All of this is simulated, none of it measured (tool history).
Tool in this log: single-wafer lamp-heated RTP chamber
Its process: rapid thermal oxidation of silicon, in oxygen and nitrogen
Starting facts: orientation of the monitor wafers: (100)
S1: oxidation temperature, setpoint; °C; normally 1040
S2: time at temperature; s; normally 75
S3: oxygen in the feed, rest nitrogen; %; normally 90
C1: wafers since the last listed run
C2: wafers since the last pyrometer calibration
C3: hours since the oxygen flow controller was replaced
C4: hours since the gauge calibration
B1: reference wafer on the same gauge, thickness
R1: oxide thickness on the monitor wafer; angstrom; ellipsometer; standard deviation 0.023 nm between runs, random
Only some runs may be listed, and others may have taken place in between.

run 1 hour=0.0 | S1=1040 S2=75 S3=98 | C1=0 C2=4924 C3=2072.1 C4=349.7 | B1=9.621 | R1=86.99
run 2 hour=21.1 | S1=1040 S2=75 S3=98 | C1=169 C2=5093 C3=2093.2 C4=370.8 | B1=9.615 | R1=86.88
run 3 hour=37.2 | S1=1040 S2=75 S3=90 | C1=129 C2=5222 C3=2109.3 C4=386.9 | B1=9.618 | R1=84.14
run 4 hour=54.0 | S1=1058 S2=75 S3=90 | C1=134 C2=5357 C3=2126.1 C4=403.7 | B1=9.624 | R1=95.25
run 5 hour=69.4 | S1=1040 S2=56 S3=90 | C1=123 C2=5480 C3=2141.5 C4=419.1 | B1=9.621 | R1=74.21
run 6 hour=99.4 | S1=1040 S2=56 S3=90 | C1=240 C2=5721 C3=2171.5 C4=449.1 | B1=9.619 | R1=74.18
-- hour=131.3 pyrometer window cleaned and pyrometer calibrated
run 7 hour=131.8 | S1=1040 S2=75 S3=90 | C1=195 C2=3 C3=2203.9 C4=481.5 | B1=9.617 | R1=85.96
run 8 hour=139.2 | S1=1054 S2=75 S3=90 | C1=59 C2=63 C3=2211.3 C4=488.9 | B1=9.610 | R1=95.35
run 9 hour=154.0 | S1=1040 S2=75 S3=90 | C1=118 C2=181 C3=2226.1 C4=503.7 | B1=9.622 | R1=86.53
run 10 hour=184.8 | S1=1040 S2=75 S3=90 | C1=246 C2=428 C3=2256.9 C4=534.5 | B1=9.620 | R1=86.98
run 11 hour=226.5 | S1=1040 S2=75 S3=90 | C1=334 C2=763 C3=2298.6 C4=576.2 | B1=9.619 | R1=86.88
run 12 hour=242.5 | S1=1040 S2=75 S3=69 | C1=128 C2=891 C3=2314.6 C4=592.2 | B1=9.614 | R1=79.07
run 13 hour=270.4 | S1=1040 S2=75 S3=69 | C1=223 C2=1115 C3=2342.5 C4=620.1 | B1=9.621 | R1=78.71
run 14 hour=294.8 | S1=1011 S2=54 S3=72 | C1=195 C2=1310 C3=2366.9 C4=644.5 | B1=9.615 | R1=56.57
run 15 hour=319.3 | S1=1040 S2=88 S3=98 | C1=196 C2=1506 C3=2391.4 C4=669.0 | B1=9.621 | R1=96.68
run 16 hour=352.6 | S1=1040 S2=61 S3=90 | C1=266 C2=1773 C3=2424.7 C4=702.3 | B1=9.616 | R1=79.41
run 17 hour=372.6 | S1=1016 S2=75 S3=90 | C1=160 C2=1934 C3=2444.7 C4=722.3 | B1=9.627 | R1=73.88
run 18 hour=403.2 | S1=1015 S2=75 S3=67 | C1=245 C2=2179 C3=2475.3 C4=752.9 | B1=9.617 | R1=66.11
-- hour=434.0 pyrometer window cleaned and pyrometer calibrated, repeated, since the last time left the tool worse
run 19 hour=434.5 | S1=1022 S2=58 S3=90 | C1=186 C2=4 C3=2506.6 C4=784.2 | B1=9.620 | R1=64.45
run 20 hour=464.5 | S1=1040 S2=75 S3=90 | C1=240 C2=244 C3=2536.6 C4=814.2 | B1=9.613 | R1=82.22
-- hour=472.7 gauge calibrated
run 21 hour=487.2 | S1=1027 S2=58 S3=90 | C1=181 C2=426 C3=2559.3 C4=14.5 | B1=9.620 | R1=67.45
run 22 hour=507.1 | S1=1040 S2=75 S3=70 | C1=159 C2=586 C3=2579.2 C4=34.4 | B1=9.628 | R1=75.33
run 23 hour=596.9 | S1=1015 S2=75 S3=67 | C1=719 C2=1306 C3=2669.0 C4=124.2 | B1=9.619 | R1=62.48
run 24 hour=614.5 | S1=1066 S2=112 S3=98 | C1=141 C2=1447 C3=2686.6 C4=141.8 | B1=9.622 | R1=123.63
-- hour=665.7 oxygen flow controller replaced
run 25 hour=678.2 | S1=1040 S2=75 S3=90 | C1=446 C2=1893 C3=12.5 C4=205.5 | B1=9.621 | R1=82.89
run 26 hour=714.2 | S1=1040 S2=75 S3=77 | C1=288 C2=2182 C3=48.5 C4=241.5 | B1=9.619 | R1=79.16
run 27 hour=739.8 | S1=1040 S2=75 S3=90 | C1=205 C2=2387 C3=74.1 C4=267.1 | B1=9.620 | R1=83.26
run 28 hour=754.4 | S1=1016 S2=38 S3=98 | C1=117 C2=2504 C3=88.7 C4=281.7 | B1=9.612 | R1=53.85
run 29 hour=776.2 | S1=1013 S2=103 S3=80 | C1=174 C2=2679 C3=110.5 C4=303.5 | B1=9.624 | R1=76.67
run 30 hour=791.8 | S1=1040 S2=75 S3=90 | C1=125 C2=2804 C3=126.1 C4=319.1 | B1=9.619 | R1=83.24
run 31 hour=817.9 | S1=1040 S2=75 S3=90 | C1=209 C2=3013 C3=152.2 C4=345.2 | B1=9.621 | R1=83.13
run 32 hour=851.1 | S1=1040 S2=75 S3=90 | C1=266 C2=3279 C3=185.4 C4=378.4 | B1=9.616 | R1=83.42
run 33 hour=872.0 | S1=1032 S2=75 S3=67 | C1=167 C2=3447 C3=206.3 C4=399.3 | B1=9.623 | R1=71.17
run 34 hour=887.1 | S1=1055 S2=55 S3=98 | C1=121 C2=3568 C3=221.4 C4=414.4 | B1=9.617 | R1=83.18
run 35 hour=905.7 | S1=1040 S2=75 S3=90 | C1=149 C2=3717 C3=240.0 C4=433.0 | B1=9.617 | R1=83.89
run 36 hour=955.8 | S1=1040 S2=55 S3=61 | C1=401 C2=4119 C3=290.1 C4=483.1 | B1=9.622 | R1=63.67
run 37 hour=989.4 | S1=1040 S2=75 S3=72 | C1=269 C2=4388 C3=323.7 C4=516.7 | B1=9.619 | R1=77.90

Some steps in R1, run to run, broken into two amounts with sign: the step expected even without the hidden condition (settings, incoming material, random variation), and the rest, left for the hidden condition together with whatever gauge scatter is not in both the measured and the hidden-condition-free result:
The hidden state here: true wafer temperature minus pyrometer reading, K; deviation of the oxygen flow from its setpoint, %; gauge reads high (%).
Run 6 -> 7: S2 56 -> 75, pyrometer window cleaned and pyrometer calibrated. R1 +11.78 angstrom: hidden state +2.36, all else +9.42.
Run 14 -> 15: S1 1011 -> 1040, S2 54 -> 88, S3 72 -> 98. R1 +40.11 angstrom: hidden state +2.25, all else +37.86.
Run 18 -> 19: S1 1015 -> 1022, S2 75 -> 58, S3 67 -> 90, pyrometer window cleaned and pyrometer calibrated, repeated, since the last time left the tool worse. R1 -1.66 angstrom: hidden state -3.87, all else +2.21.
Run 23 -> 24: S1 1015 -> 1066, S2 75 -> 112, S3 67 -> 98. R1 +61.15 angstrom: hidden state +0.51, all else +60.64.
Run 24 -> 25: S1 1066 -> 1040, S2 112 -> 75, S3 98 -> 90, oxygen flow controller replaced. R1 -40.74 angstrom: hidden state -0.13, all else -40.61.

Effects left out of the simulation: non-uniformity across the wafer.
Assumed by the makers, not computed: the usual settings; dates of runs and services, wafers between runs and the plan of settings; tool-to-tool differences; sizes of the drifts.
